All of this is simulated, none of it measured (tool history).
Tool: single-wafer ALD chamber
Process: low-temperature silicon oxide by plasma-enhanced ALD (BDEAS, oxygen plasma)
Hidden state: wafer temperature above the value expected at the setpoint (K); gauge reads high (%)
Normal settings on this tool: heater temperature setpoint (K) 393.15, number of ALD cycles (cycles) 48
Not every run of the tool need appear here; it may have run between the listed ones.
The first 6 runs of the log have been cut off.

run    hour  heater temperature setpoint (K)  number of ALD cycles (cycles)  wafers since the last listed run  hours since the last thermocouple change  hours since the gauge calibration  read-back reference wafer on the same gauge, thickness_nm  mean film thickness on the monitor wafer (nm)
  7   309.4                           393.15                             42                               480                                    1341.6                             1176.7                                                      7.141                                          5.269
  8   350.3                           393.15                             46                               358                                    1382.5                             1217.6                                                      7.138                                           5.76
  9     422                           384.15                             56                               628                                    1454.2                             1289.3                                                      7.139                                          7.153
 10     474                           384.15                             56                               455                                    1506.2                             1341.3                                                       7.14                                          7.164
      502.3  -- gauge calibrated
 11     603                           384.15                             56                              1130                                    1635.2                              100.7                                                       7.14                                          7.138
 12   629.6                           393.15                             48                               233                                    1661.8                              127.3                                                      7.144                                          6.025
 13   680.7                           393.15                             48                               447                                    1712.9                              178.4                                                      7.139                                          6.012
 14   752.1                           393.15                             48                               625                                    1784.3                              249.8                                                      7.141                                           6.01
 15   781.2                           393.15                             48                               254                                    1813.4                              278.9                                                      7.142                                           6.02
 16   813.3                           393.15                             48                               281                                    1845.5                                311                                                      7.138                                          6.015
 17   841.3                           401.15                             48                               245                                    1873.5                                339                                                      7.139                                          5.901
 18   921.6                           393.15                             42                               703                                    1953.8                              419.3                                                      7.141                                          5.248
      937.6  -- thermocouple changed; heater temperature recalibrated
 19   969.1                           399.15                             57                               346                                      31.5                              466.8                                                      7.142                                          7.147
 20  1019.4                           393.15                             48                               440                                      81.8                              517.1                                                      7.137                                          6.061
 21    1047                           393.15                             48                               241                                     109.4                              544.7                                                      7.141                                          6.061
 22  1098.5                           393.15                             48                               451                                     160.9                              596.2                                                      7.135                                          6.035
 23  1145.7                           383.15                             56                               413                                     208.1                              643.4                                                       7.14                                           7.22
 24    1194                           398.15                             43                               423                                     256.4                              691.7                                                      7.142                                           5.36

What will run 25 give?
 25  1248.1                           403.15                             40                               473                                     310.5                              745.8                                                          ?                                              ?

Run 25 measured read-back reference wafer on the same gauge, thickness_nm 7.142, mean film thickness on the monitor wafer (nm) 4.952.
Were there no unlogged condition in the tool, this run, its random variation unchanged, would have produced mean film thickness on the monitor wafer (nm) 4.984.
